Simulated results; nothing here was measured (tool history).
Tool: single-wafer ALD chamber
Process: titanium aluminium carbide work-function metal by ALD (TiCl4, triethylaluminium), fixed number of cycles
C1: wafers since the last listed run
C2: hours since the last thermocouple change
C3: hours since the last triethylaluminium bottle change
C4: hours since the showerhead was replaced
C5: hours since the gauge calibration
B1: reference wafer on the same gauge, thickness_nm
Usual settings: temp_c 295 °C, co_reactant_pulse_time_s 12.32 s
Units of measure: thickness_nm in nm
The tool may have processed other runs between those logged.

run 1 hour=0 | temp_c=295 co_reactant_pulse_time_s=12.32 | C1=0 C2=1451 C3=705.5 C4=5599.4 C5=494.1 | B1=1.769 | thickness_nm=2.062
run 2 hour=76.8 | temp_c=295 co_reactant_pulse_time_s=12.32 | C1=544 C2=1527.8 C3=782.3 C4=5676.2 C5=570.9 | B1=1.773 | thickness_nm=2.073
run 3 hour=179.2 | temp_c=295 co_reactant_pulse_time_s=12.32 | C1=726 C2=1630.2 C3=884.7 C4=5778.6 C5=673.3 | B1=1.771 | thickness_nm=2.071
run 4 hour=222 | temp_c=291 co_reactant_pulse_time_s=12.32 | C1=303 C2=1673 C3=927.5 C4=5821.4 C5=716.1 | B1=1.768 | thickness_nm=2.053
run 5 hour=315.9 | temp_c=291 co_reactant_pulse_time_s=12.32 | C1=665 C2=1766.9 C3=1021.4 C4=5915.3 C5=810 | B1=1.772 | thickness_nm=2.025
run 6 hour=352.7 | temp_c=295 co_reactant_pulse_time_s=12.32 | C1=260 C2=1803.7 C3=1058.2 C4=5952.1 C5=846.8 | B1=1.77 | thickness_nm=2.059
run 7 hour=433.5 | temp_c=295 co_reactant_pulse_time_s=12.32 | C1=573 C2=1884.5 C3=1139 C4=6032.9 C5=927.6 | B1=1.77 | thickness_nm=2.057
run 8 hour=523.9 | temp_c=295 co_reactant_pulse_time_s=12.32 | C1=641 C2=1974.9 C3=1229.4 C4=6123.3 C5=1018 | B1=1.771 | thickness_nm=2.07
-- hour=553 thermocouple changed; heater temperature recalibrated
-- hour=574.3 triethylaluminium bottle replaced
run 9 hour=574.8 | temp_c=300 co_reactant_pulse_time_s=12.32 | C1=247 C2=21.8 C3=0.5 C4=6174.2 C5=1068.9 | B1=1.77 | thickness_nm=2.11
run 10 hour=621.2 | temp_c=301 co_reactant_pulse_time_s=12.32 | C1=329 C2=68.2 C3=46.9 C4=6220.6 C5=1115.3 | B1=1.77 | thickness_nm=2.106
-- hour=664.1 gauge calibrated
run 11 hour=708.2 | temp_c=308 co_reactant_pulse_time_s=14.24 | C1=616 C2=155.2 C3=133.9 C4=6307.6 C5=44.1 | B1=1.768 | thickness_nm=2.181
run 12 hour=771.1 | temp_c=295 co_reactant_pulse_time_s=12.32 | C1=446 C2=218.1 C3=196.8 C4=6370.5 C5=107 | B1=1.775 | thickness_nm=2.063
run 13 hour=846.5 | temp_c=283 co_reactant_pulse_time_s=12.32 | C1=534 C2=293.5 C3=272.2 C4=6445.9 C5=182.4 | B1=1.765 | thickness_nm=1.962
run 14 hour=941.9 | temp_c=285 co_reactant_pulse_time_s=13.61 | C1=676 C2=388.9 C3=367.6 C4=6541.3 C5=277.8 | B1=1.769 | thickness_nm=1.992
run 15 hour=998.7 | temp_c=295 co_reactant_pulse_time_s=8.49 | C1=402 C2=445.7 C3=424.4 C4=6598.1 C5=334.6 | B1=1.767 | thickness_nm=1.918
run 16 hour=1081.9 | temp_c=295 co_reactant_pulse_time_s=8.23 | C1=590 C2=528.9 C3=507.6 C4=6681.3 C5=417.8 | B1=1.77 | thickness_nm=1.903
-- hour=1099.9 showerhead replaced
run 17 hour=1141.5 | temp_c=283 co_reactant_pulse_time_s=12.32 | C1=365 C2=588.5 C3=567.2 C4=41.6 C5=477.4 | B1=1.768 | thickness_nm=1.968
run 18 hour=1196.1 | temp_c=300 co_reactant_pulse_time_s=7.71 | C1=387 C2=643.1 C3=621.8 C4=96.2 C5=532 | B1=1.772 | thickness_nm=1.887
run 19 hour=1287.8 | temp_c=300 co_reactant_pulse_time_s=10.33 | C1=650 C2=734.8 C3=713.5 C4=187.9 C5=623.7 | B1=1.771 | thickness_nm=2.055
run 20 hour=1388.3 | temp_c=295 co_reactant_pulse_time_s=15.68 | C1=712 C2=835.3 C3=814 C4=288.4 C5=724.2 | B1=1.767 | thickness_nm=2.072

Branching from run 20: 5 alternative next runs. What would each branch give?
run A hour=1388.7 | temp_c=295 co_reactant_pulse_time_s=12.32 | C1=2 C2=835.7 C3=814.4 C4=288.8 C5=724.6 | B1=? | thickness_nm=?
run B hour=1388.7 | temp_c=302 co_reactant_pulse_time_s=8.74 | C1=2 C2=835.7 C3=814.4 C4=288.8 C5=724.6 | B1=? | thickness_nm=?
run C hour=1388.7 | temp_c=285 co_reactant_pulse_time_s=9.18 | C1=2 C2=835.7 C3=814.4 C4=288.8 C5=724.6 | B1=? | thickness_nm=?
run D hour=1388.7 | temp_c=289 co_reactant_pulse_time_s=9.94 | C1=2 C2=835.7 C3=814.4 C4=288.8 C5=724.6 | B1=? | thickness_nm=?
run E hour=1388.7 | temp_c=305 co_reactant_pulse_time_s=10.31 | C1=2 C2=835.7 C3=814.4 C4=288.8 C5=724.6 | B1=? | thickness_nm=?

run=A B1=1.772 thickness_nm=2.062
run=B B1=1.772 thickness_nm=1.992
run=C B1=1.772 thickness_nm=1.89
run=D B1=1.772 thickness_nm=1.956
run=E B1=1.772 thickness_nm=2.096
With no hidden state in the tool, these same runs would have given:
run=A thickness_nm=2.062
run=B thickness_nm=1.992
run=C thickness_nm=1.89
run=D thickness_nm=1.956
run=E thickness_nm=2.096

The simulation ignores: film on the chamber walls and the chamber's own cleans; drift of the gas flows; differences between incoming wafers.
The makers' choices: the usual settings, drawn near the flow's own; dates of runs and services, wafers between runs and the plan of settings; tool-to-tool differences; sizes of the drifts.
